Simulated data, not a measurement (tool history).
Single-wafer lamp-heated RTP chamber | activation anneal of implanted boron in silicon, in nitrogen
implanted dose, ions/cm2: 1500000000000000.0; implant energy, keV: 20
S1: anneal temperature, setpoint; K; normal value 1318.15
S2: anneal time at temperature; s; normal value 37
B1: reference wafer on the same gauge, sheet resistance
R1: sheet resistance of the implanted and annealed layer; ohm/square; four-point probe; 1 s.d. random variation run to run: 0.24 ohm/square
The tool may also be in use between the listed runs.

run	hour	S1	S2	B1	R1
1	0	1318.15	37	64.58	78.18
2	30.5	1318.15	37	64.61	77.72
3	44	1318.15	26	64.63	78.38
4	63.8	1318.15	37	64.68	77.77
5	78.9	1318.15	49	64.65	76.82
# hour 107.5: pyrometer window cleaned and pyrometer calibrated
6	108	1318.15	49	64.61	76.63
7	132.3	1318.15	45	64.66	76.96
# hour 142.1: reflector plate cleaned
8	162.5	1318.15	45	64.67	78.05
9	197.8	1318.15	44	64.58	77.76
10	232.9	1318.15	44	64.62	77.61
11	250.4	1318.15	37	64.6	78.17
12	273.8	1318.15	37	64.66	77.91
13	289	1318.15	37	64.6	77.79
# hour 292.5: gauge calibrated
14	304.2	1318.15	37	64.58	77.98
# hour 324.5: reflector plate cleaned
15	325	1332.15	37	64.53	77.13
16	334.9	1318.15	37	64.66	78.47
17	348.1	1293.15	25	64.58	82.19
# hour 394.3: pyrometer window cleaned and pyrometer calibrated
18	403.8	1318.15	24	64.64	79.03
19	431	1297.15	37	64.59	80.02
20	465.6	1343.15	37	64.6	75.52
21	500	1318.15	37	64.57	77.8
22	518.5	1318.15	46	64.58	76.74
23	532.6	1340.15	43	64.63	75.45
# hour 544.7: reflector plate cleaned
24	557	1309.15	29	64.6	79.36
25	587.1	1318.15	37	64.58	78.57
26	618.8	1318.15	37	64.63	77.45
27	654.3	1318.15	37	64.66	78
28	667.7	1300.15	17	64.56	80.94

Consider 3 possible next runs. They are alternatives, not a sequence: every one starts from the tool as it was left by run 28. What does each give?
A	668.1	1318.15	37	?	?
B	668.1	1326.15	49	?	?
C	668.1	1330.15	29	?	?

run	B1	R1
A	64.59	77.91
B	64.59	76.36
C	64.59	77.26
Without the tool's unlogged condition, the same runs would have read:
run	R1
A	78.48
B	76.92
C	77.82
